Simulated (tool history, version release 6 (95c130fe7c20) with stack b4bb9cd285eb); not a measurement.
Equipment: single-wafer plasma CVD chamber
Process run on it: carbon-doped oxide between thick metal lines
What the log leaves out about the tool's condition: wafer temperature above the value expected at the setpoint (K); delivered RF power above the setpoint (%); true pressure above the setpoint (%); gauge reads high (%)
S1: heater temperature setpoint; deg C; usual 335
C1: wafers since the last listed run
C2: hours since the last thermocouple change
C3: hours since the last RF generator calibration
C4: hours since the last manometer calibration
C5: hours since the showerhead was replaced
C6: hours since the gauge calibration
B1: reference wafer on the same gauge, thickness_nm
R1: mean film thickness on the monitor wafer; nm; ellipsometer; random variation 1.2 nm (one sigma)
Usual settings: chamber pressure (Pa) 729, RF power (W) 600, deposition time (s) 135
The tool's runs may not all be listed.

{"run": 1, "day": 0.0, "S1": 340, "chamber pressure (Pa)": 729, "RF power (W)": 600, "deposition time (s)": 141, "C1": 0, "C2": 1891.3, "C3": 1675.0, "C4": 1715.6, "C5": 2423.0, "C6": 40.5, "B1": 930.17, "R1": 779.153}
{"run": 2, "day": 0.375, "S1": 340, "chamber pressure (Pa)": 729, "RF power (W)": 600, "deposition time (s)": 141, "C1": 97, "C2": 1900.3, "C3": 1684.0, "C4": 1724.6, "C5": 2432.0, "C6": 49.5, "B1": 929.977, "R1": 780.442}
{"run": 3, "day": 0.662, "S1": 335, "chamber pressure (Pa)": 729, "RF power (W)": 600, "deposition time (s)": 135, "C1": 74, "C2": 1907.2, "C3": 1690.9, "C4": 1731.5, "C5": 2438.9, "C6": 56.4, "B1": 929.978, "R1": 756.221}
{"run": 4, "day": 0.933, "S1": 335, "chamber pressure (Pa)": 729, "RF power (W)": 600, "deposition time (s)": 135, "C1": 70, "C2": 1913.7, "C3": 1697.4, "C4": 1738.0, "C5": 2445.4, "C6": 62.9, "B1": 929.911, "R1": 756.098}
{"run": 5, "day": 1.462, "S1": 335, "chamber pressure (Pa)": 729, "RF power (W)": 600, "deposition time (s)": 135, "C1": 137, "C2": 1926.4, "C3": 1710.1, "C4": 1750.7, "C5": 2458.1, "C6": 75.6, "B1": 929.906, "R1": 755.584}
{"run": 6, "day": 1.917, "S1": 329, "chamber pressure (Pa)": 729, "RF power (W)": 600, "deposition time (s)": 135, "C1": 117, "C2": 1937.3, "C3": 1721.0, "C4": 1761.6, "C5": 2469.0, "C6": 86.5, "B1": 930.165, "R1": 768.527}
{"day": 2.371, "done": "capacitance manometer re-zeroed and calibrated"}
{"day": 2.696, "done": "thermocouple changed; heater temperature recalibrated"}
{"run": 7, "day": 2.717, "S1": 335, "chamber pressure (Pa)": 729, "RF power (W)": 670, "deposition time (s)": 135, "C1": 36, "C2": 0.5, "C3": 1740.2, "C4": 8.3, "C5": 2488.2, "C6": 105.7, "B1": 930.025, "R1": 813.926}
{"day": 3.242, "done": "RF generator calibrated"}
{"run": 8, "day": 3.262, "S1": 335, "chamber pressure (Pa)": 729, "RF power (W)": 670, "deposition time (s)": 135, "C1": 55, "C2": 13.6, "C3": 0.5, "C4": 21.4, "C5": 2501.3, "C6": 118.8, "B1": 929.949, "R1": 855.459}
{"day": 3.679, "done": "showerhead replaced"}
{"run": 9, "day": 3.7, "S1": 335, "chamber pressure (Pa)": 885, "RF power (W)": 710, "deposition time (s)": 135, "C1": 27, "C2": 24.1, "C3": 11.0, "C4": 31.9, "C5": 0.5, "C6": 129.3, "B1": 930.27, "R1": 918.87}
{"run": 10, "day": 4.008, "S1": 335, "chamber pressure (Pa)": 729, "RF power (W)": 600, "deposition time (s)": 135, "C1": 79, "C2": 31.5, "C3": 18.4, "C4": 39.3, "C5": 7.9, "C6": 136.7, "B1": 929.814, "R1": 794.777}
{"run": 11, "day": 4.429, "S1": 335, "chamber pressure (Pa)": 669, "RF power (W)": 600, "deposition time (s)": 135, "C1": 109, "C2": 41.6, "C3": 28.5, "C4": 49.4, "C5": 18.0, "C6": 146.8, "B1": 930.147, "R1": 779.84}
{"run": 12, "day": 4.812, "S1": 335, "chamber pressure (Pa)": 892, "RF power (W)": 600, "deposition time (s)": 135, "C1": 99, "C2": 50.8, "C3": 37.7, "C4": 58.6, "C5": 27.2, "C6": 156.0, "B1": 930.004, "R1": 821.244}

Estimate the outcome of run 13 from the log above:
{"day": 4.821, "done": "gauge calibrated"}
{"run": 13, "day": 5.142, "S1": 348, "chamber pressure (Pa)": 729, "RF power (W)": 600, "deposition time (s)": 122, "C1": 85, "C2": 58.7, "C3": 45.6, "C4": 66.5, "C5": 35.1, "C6": 7.7, "B1": "?", "R1": "?"}

{"run 13": {"B1": 930.184, "R1": 696.251}}
On a tool with no hidden condition, and with the same random variation, this run would have come out at R1 704.537 nm.
